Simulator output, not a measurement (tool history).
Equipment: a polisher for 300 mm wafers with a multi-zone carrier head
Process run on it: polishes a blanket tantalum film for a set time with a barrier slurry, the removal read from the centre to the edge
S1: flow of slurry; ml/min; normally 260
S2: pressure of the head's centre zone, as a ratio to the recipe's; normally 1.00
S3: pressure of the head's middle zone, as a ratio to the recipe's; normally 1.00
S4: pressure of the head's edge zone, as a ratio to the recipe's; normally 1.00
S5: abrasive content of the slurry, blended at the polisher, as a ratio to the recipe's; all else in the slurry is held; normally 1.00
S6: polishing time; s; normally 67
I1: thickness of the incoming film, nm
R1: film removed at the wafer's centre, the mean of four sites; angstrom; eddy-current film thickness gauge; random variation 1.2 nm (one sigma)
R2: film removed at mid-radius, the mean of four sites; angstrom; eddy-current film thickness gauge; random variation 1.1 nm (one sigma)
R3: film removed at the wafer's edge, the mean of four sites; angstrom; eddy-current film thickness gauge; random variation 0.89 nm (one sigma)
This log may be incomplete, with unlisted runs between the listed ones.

{"run": 1, "day": 0.0, "S1": 180, "S2": 1.0, "S3": 1.0, "S4": 1.12, "S5": 1.0, "S6": 89, "I1": 385.0, "R1": 1339, "R2": 1405, "R3": 1566}
{"day": 2.042, "done": "slurry nozzle cleaned"}
{"run": 2, "day": 2.325, "S1": 210, "S2": 1.0, "S3": 1.0, "S4": 1.0, "S5": 1.0, "S6": 67, "I1": 387.1, "R1": 1184, "R2": 1194, "R3": 1227}
{"run": 3, "day": 3.667, "S1": 290, "S2": 0.9, "S3": 1.0, "S4": 1.0, "S5": 1.0, "S6": 47, "I1": 371.8, "R1": 791, "R2": 871, "R3": 887}
{"run": 4, "day": 5.133, "S1": 260, "S2": 1.0, "S3": 0.96, "S4": 1.0, "S5": 1.0, "S6": 73, "I1": 381.5, "R1": 1290, "R2": 1261, "R3": 1333}
{"day": 6.175, "done": "centre zone pressure recalibrated"}
{"run": 5, "day": 7.096, "S1": 335, "S2": 1.0, "S3": 1.0, "S4": 1.0, "S5": 1.0, "S6": 67, "I1": 380.3, "R1": 1235, "R2": 1251, "R3": 1253}
{"run": 6, "day": 9.596, "S1": 260, "S2": 1.0, "S3": 1.0, "S4": 1.0, "S5": 1.0, "S6": 67, "I1": 378.2, "R1": 1148, "R2": 1180, "R3": 1196}
{"run": 7, "day": 11.829, "S1": 260, "S2": 1.0, "S3": 1.09, "S4": 1.0, "S5": 1.0, "S6": 67, "I1": 385.5, "R1": 1155, "R2": 1254, "R3": 1190}
{"day": 13.779, "done": "worn pad replaced by a new one"}
{"run": 8, "day": 13.896, "S1": 260, "S2": 1.0, "S3": 1.0, "S4": 1.08, "S5": 1.0, "S6": 49, "I1": 375.3, "R1": 820, "R2": 841, "R3": 905}
{"run": 9, "day": 15.596, "S1": 300, "S2": 1.0, "S3": 1.0, "S4": 1.07, "S5": 1.0, "S6": 67, "I1": 376.2, "R1": 1160, "R2": 1177, "R3": 1256}
{"day": 16.821, "done": "carrier head's membrane replaced by a new one"}
{"day": 17.075, "done": "slurry nozzle cleaned"}
{"run": 10, "day": 17.375, "S1": 260, "S2": 1.0, "S3": 1.0, "S4": 1.0, "S5": 1.0, "S6": 55, "I1": 380.1, "R1": 994, "R2": 998, "R3": 1028}
{"run": 11, "day": 20.196, "S1": 335, "S2": 1.0, "S3": 1.0, "S4": 1.0, "S5": 1.0, "S6": 67, "I1": 374.0, "R1": 1236, "R2": 1247, "R3": 1261}
{"day": 21.921, "done": "edge zone pressure recalibrated"}
{"run": 12, "day": 22.279, "S1": 175, "S2": 1.0, "S3": 1.0, "S4": 0.97, "S5": 1.2, "S6": 60, "I1": 378.3, "R1": 1000, "R2": 1016, "R3": 1058}
{"run": 13, "day": 23.617, "S1": 290, "S2": 1.12, "S3": 1.0, "S4": 1.0, "S5": 1.0, "S6": 59, "I1": 382.2, "R1": 1142, "R2": 1057, "R3": 1086}
{"run": 14, "day": 25.492, "S1": 260, "S2": 1.06, "S3": 0.95, "S4": 1.0, "S5": 1.0, "S6": 67, "I1": 381.2, "R1": 1166, "R2": 1098, "R3": 1201}
{"run": 15, "day": 27.983, "S1": 260, "S2": 1.0, "S3": 1.0, "S4": 1.0, "S5": 1.0, "S6": 67, "I1": 380.6, "R1": 1141, "R2": 1145, "R3": 1184}
{"run": 16, "day": 29.738, "S1": 260, "S2": 1.0, "S3": 1.0, "S4": 0.92, "S5": 1.0, "S6": 67, "I1": 382.4, "R1": 1121, "R2": 1147, "R3": 1146}
{"day": 32.162, "done": "worn pad replaced by a new one"}
{"run": 17, "day": 32.429, "S1": 260, "S2": 1.0, "S3": 1.0, "S4": 1.0, "S5": 1.0, "S6": 67, "I1": 380.5, "R1": 1120, "R2": 1147, "R3": 1173}
{"day": 33.483, "done": "slurry nozzle cleaned"}
{"run": 18, "day": 35.067, "S1": 260, "S2": 1.0, "S3": 0.95, "S4": 1.0, "S5": 1.0, "S6": 67, "I1": 380.0, "R1": 1197, "R2": 1150, "R3": 1235}
{"run": 19, "day": 36.179, "S1": 260, "S2": 1.0, "S3": 1.0, "S4": 0.92, "S5": 1.0, "S6": 81, "I1": 382.9, "R1": 1455, "R2": 1473, "R3": 1427}
{"run": 20, "day": 37.417, "S1": 170, "S2": 1.1, "S3": 1.0, "S4": 1.0, "S5": 1.0, "S6": 67, "I1": 375.4, "R1": 1168, "R2": 1106, "R3": 1144}

Consider 5 possible next runs. They are alternatives, not a sequence: every one starts from the tool as it was left by run 20. What does each give?
{"run": "A", "day": 37.438, "S1": 260, "S2": 1.0, "S3": 1.0, "S4": 1.0, "S5": 1.0, "S6": 67, "I1": 371.1, "R1": "?", "R2": "?", "R3": "?"}
{"run": "B", "day": 37.438, "S1": 260, "S2": 1.0, "S3": 1.03, "S4": 1.0, "S5": 1.0, "S6": 67, "I1": 371.1, "R1": "?", "R2": "?", "R3": "?"}
{"run": "C", "day": 37.438, "S1": 260, "S2": 1.0, "S3": 1.0, "S4": 1.0, "S5": 0.75, "S6": 67, "I1": 371.1, "R1": "?", "R2": "?", "R3": "?"}
{"run": "D", "day": 37.438, "S1": 260, "S2": 1.0, "S3": 1.0, "S4": 1.0, "S5": 0.85, "S6": 67, "I1": 371.1, "R1": "?", "R2": "?", "R3": "?"}
{"run": "E", "day": 37.438, "S1": 260, "S2": 1.0, "S3": 1.0, "S4": 1.0, "S5": 1.25, "S6": 67, "I1": 371.1, "R1": "?", "R2": "?", "R3": "?"}

run=A R1=1179 R2=1202 R3=1219
run=B R1=1179 R2=1232 R3=1219
run=C R1=1070 R2=1091 R3=1106
run=D R1=1119 R2=1141 R3=1157
run=E R1=1253 R2=1278 R3=1296
Without the tool's unlogged condition, the same runs would have read:
run=A R1=1226 R2=1245 R3=1252
run=B R1=1227 R2=1277 R3=1252
run=C R1=1113 R2=1130 R3=1136
run=D R1=1164 R2=1182 R3=1188
run=E R1=1304 R2=1324 R3=1331
